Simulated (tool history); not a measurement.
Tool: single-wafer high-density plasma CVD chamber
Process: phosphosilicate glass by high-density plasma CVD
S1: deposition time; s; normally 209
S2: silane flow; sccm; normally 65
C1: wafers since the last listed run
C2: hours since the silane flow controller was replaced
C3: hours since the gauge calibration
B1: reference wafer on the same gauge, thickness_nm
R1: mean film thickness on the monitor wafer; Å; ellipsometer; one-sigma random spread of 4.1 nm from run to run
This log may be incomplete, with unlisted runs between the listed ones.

run	day	S1	S2	C1	C2	C3	B1	R1
1	0	236	65	0	3648	824.9	1219.89	16046.67
2	1.042	209	65	118	3673	849.9	1220.907	14034.22
3	1.871	200	65	94	3692.9	869.8	1219.004	13561.2
4	3.312	200	65	163	3727.5	904.4	1220.268	13533.75
5	4.488	232	58	133	3755.7	932.6	1219.572	14063.89
6	5.596	232	58	125	3782.3	959.2	1218.287	14038.55
7	6.312	232	58	81	3799.5	976.4	1218.321	14019.62
8	7.804	200	62	169	3835.3	1012.2	1221.776	12953.53
9	9.029	200	62	139	3864.7	1041.6	1218.852	12911.98
10	10.417	200	62	157	3898	1074.9	1219.509	12857.15
11	10.925	193	58	57	3910.2	1087.1	1219.033	11581.06
12	12.338	193	58	160	3944.1	1121	1220.226	11752.76
13	13.071	193	58	83	3961.7	1138.6	1218.906	11684.24
14	14.388	209	65	149	3993.3	1170.2	1218.104	14193.61
15	15.746	209	65	154	4025.9	1202.8	1219.881	14093.93
16	16.388	209	65	72	4041.3	1218.2	1219.066	14104.17
17	17.083	192	69	79	4058	1234.9	1220.616	13789.34
18	18.425	209	65	152	4090.2	1267.1	1220.114	14162.02
# day 18.542: gauge calibrated
19	19.388	209	65	109	4113.3	20.3	1218.621	14209.49
20	21.946	209	65	290	4174.7	81.7	1221.167	14188.25
21	22.654	233	75	80	4191.7	98.7	1220.868	18254.99
22	23.908	233	75	142	4221.8	128.8	1220.746	18196.87
23	24.492	236	60	66	4235.8	142.8	1219.632	14728.21
24	25.546	174	65	119	4261.1	168.1	1219.758	11813.73
25	26.258	245	75	80	4278.2	185.2	1219.728	19183.02
26	27.504	209	65	141	4308.1	215.1	1220.94	14248.17
27	28.525	241	55	116	4332.6	239.6	1219.295	13853.67
28	29.621	248	70	124	4358.9	265.9	1219.368	18164.02
# day 31.833: silane flow controller replaced
29	33.333	221	76	384	36	355	1220.645	16373.85
30	33.858	209	65	59	48.6	367.6	1219.674	13239.23
31	34.962	209	77	125	75.1	394.1	1218.717	15739.92
32	35.588	209	58	71	90.1	409.1	1219.448	11850.21
33	36.754	244	71	132	118.1	437.1	1220.98	16890.31
34	37.758	209	65	114	142.2	461.2	1220.205	13295.68
35	38.892	250	65	128	169.4	488.4	1219.711	15940.77
36	39.65	209	65	86	187.6	506.6	1218.86	13362.67
37	40.162	195	61	58	199.9	518.9	1220.208	11744.5
38	44.1	209	65	447	294.4	613.4	1220.633	13358.15
39	46.658	233	75	290	355.8	674.8	1221.479	17366.64
40	47.967	209	65	148	387.2	706.2	1220.264	13399.91
41	48.888	209	65	104	409.3	728.3	1220.751	13484.8
42	50.296	209	65	160	443.1	762.1	1218.583	13442.28
43	51.388	225	59	124	469.3	788.3	1221.49	13095.51
44	52.667	222	54	145	500	819	1221.937	11868.26
45	53.825	245	52	131	527.8	846.8	1218.931	12669.08

What was the tool's hidden state at every run in the log?
gauge reads high (%): 0 on each run
H1: delivered silane flow above the setpoint (%)
run	H1
1	5.7
2	5.71
3	5.72
4	5.73
5	5.75
6	5.76
7	5.76
8	5.78
9	5.79
10	5.8
11	5.8
12	5.82
13	5.82
14	5.83
15	5.84
16	5.85
17	5.85
18	5.87
19	5.87
20	5.89
21	5.9
22	5.91
23	5.91
24	5.92
25	5.92
26	5.93
27	5.94
28	5.94
29	-0.847
30	-0.8
31	-0.702
32	-0.648
33	-0.547
34	-0.462
35	-0.367
36	-0.305
37	-0.263
38	0.0485
39	0.241
40	0.337
41	0.404
42	0.504
43	0.58
44	0.667
45	0.745

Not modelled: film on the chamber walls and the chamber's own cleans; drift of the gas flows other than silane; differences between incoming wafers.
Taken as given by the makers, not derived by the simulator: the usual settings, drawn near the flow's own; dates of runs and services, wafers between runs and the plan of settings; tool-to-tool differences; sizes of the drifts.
